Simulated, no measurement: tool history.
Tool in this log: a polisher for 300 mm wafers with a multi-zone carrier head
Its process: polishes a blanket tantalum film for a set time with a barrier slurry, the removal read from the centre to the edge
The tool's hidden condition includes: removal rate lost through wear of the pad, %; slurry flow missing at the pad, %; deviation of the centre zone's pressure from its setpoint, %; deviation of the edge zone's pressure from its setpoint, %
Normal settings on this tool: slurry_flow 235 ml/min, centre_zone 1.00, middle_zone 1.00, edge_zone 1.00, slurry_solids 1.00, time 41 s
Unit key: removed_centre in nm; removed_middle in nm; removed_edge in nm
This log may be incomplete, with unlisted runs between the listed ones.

| run | hour | slurry_flow | centre_zone | middle_zone | edge_zone | slurry_solids | time | wafers since the last listed run | wafers polished on this pad | hours since the slurry nozzle was cleaned | hours since the centre zone pressure was calibrated | hours since the edge zone pressure was calibrated | hours since the carrier head's membrane was replaced | incoming thickness of the incoming film, nm | removed_centre | removed_middle | removed_edge |
|---|---|---|---|---|---|---|---|---|---|---|---|---|---|---|---|---|---|
| 1 | 0.0 | 235 | 0.91 | 1.00 | 1.00 | 1.00 | 41 | 0 | 2710 | 688.8 | 151.3 | 858.9 | 93.4 | 309.6 | 45.3 | 52.2 | 53.3 |
|  | 31.4 | slurry nozzle cleaned |
| 2 | 43.4 | 235 | 1.00 | 0.96 | 1.04 | 1.00 | 47 | 402 | 3113 | 12.0 | 194.7 | 902.3 | 136.8 | 310.2 | 63.6 | 62.1 | 65.7 |
| 3 | 92.9 | 155 | 1.00 | 0.88 | 0.95 | 0.70 | 41 | 469 | 3583 | 61.5 | 244.2 | 951.8 | 186.3 | 311.2 | 40.2 | 37.7 | 41.4 |
| 4 | 133.8 | 235 | 1.00 | 1.03 | 1.00 | 1.00 | 41 | 388 | 3971 | 102.4 | 285.1 | 992.7 | 227.2 | 316.8 | 53.7 | 56.9 | 55.4 |
| 5 | 211.3 | 235 | 1.06 | 1.00 | 0.95 | 1.00 | 41 | 735 | 4707 | 179.9 | 362.6 | 1070.2 | 304.7 | 305.4 | 57.2 | 54.0 | 53.7 |
| 6 | 281.0 | 235 | 1.00 | 1.08 | 1.00 | 1.00 | 41 | 661 | 5368 | 249.6 | 432.3 | 1139.9 | 374.4 | 305.0 | 52.9 | 57.5 | 55.4 |
| 7 | 335.2 | 235 | 1.00 | 1.00 | 1.00 | 1.00 | 41 | 514 | 5883 | 303.8 | 486.5 | 1194.1 | 428.6 | 314.2 | 51.1 | 53.7 | 54.9 |
|  | 361.8 | worn pad replaced by a new one |
|  | 381.5 | edge zone pressure recalibrated |
| 8 | 420.2 | 235 | 1.07 | 0.90 | 0.95 | 1.00 | 41 | 749 | 535 | 388.8 | 571.5 | 38.7 | 513.6 | 310.1 | 54.1 | 49.1 | 52.9 |
| 9 | 466.2 | 235 | 1.00 | 1.00 | 1.00 | 1.00 | 41 | 436 | 972 | 434.8 | 617.5 | 84.7 | 559.6 | 314.9 | 52.7 | 52.8 | 52.5 |
| 10 | 509.3 | 235 | 1.00 | 1.00 | 1.00 | 1.00 | 41 | 409 | 1381 | 477.9 | 660.6 | 127.8 | 602.7 | 311.8 | 50.3 | 51.7 | 53.4 |
|  | 517.2 | centre zone pressure recalibrated |
| 11 | 609.8 | 235 | 1.00 | 1.00 | 1.00 | 1.00 | 41 | 935 | 2316 | 578.4 | 92.6 | 228.3 | 703.2 | 311.3 | 50.2 | 52.2 | 53.9 |
|  | 683.9 | slurry nozzle cleaned |
| 12 | 709.4 | 235 | 1.00 | 1.00 | 1.00 | 1.20 | 41 | 935 | 3252 | 25.5 | 192.2 | 327.9 | 802.8 | 310.6 | 59.1 | 59.5 | 60.3 |
| 13 | 781.3 | 235 | 0.91 | 1.00 | 1.00 | 1.00 | 41 | 682 | 3935 | 97.4 | 264.1 | 399.8 | 874.7 | 313.7 | 48.0 | 55.5 | 55.2 |

Expected results for the next run?
| 14 | 862.3 | 235 | 1.00 | 1.00 | 1.11 | 1.25 | 41 | 768 | 4703 | 178.4 | 345.1 | 480.8 | 955.7 | 313.4 | ? | ? | ? |

{"run 14": {"removed_centre": 58.6, "removed_middle": 58.9, "removed_edge": 61.9}}
On a tool with no hidden condition, and with the same random variation, this run would have come out at removed_centre 61.5 nm, removed_middle 61.6 nm, removed_edge 63.9 nm.

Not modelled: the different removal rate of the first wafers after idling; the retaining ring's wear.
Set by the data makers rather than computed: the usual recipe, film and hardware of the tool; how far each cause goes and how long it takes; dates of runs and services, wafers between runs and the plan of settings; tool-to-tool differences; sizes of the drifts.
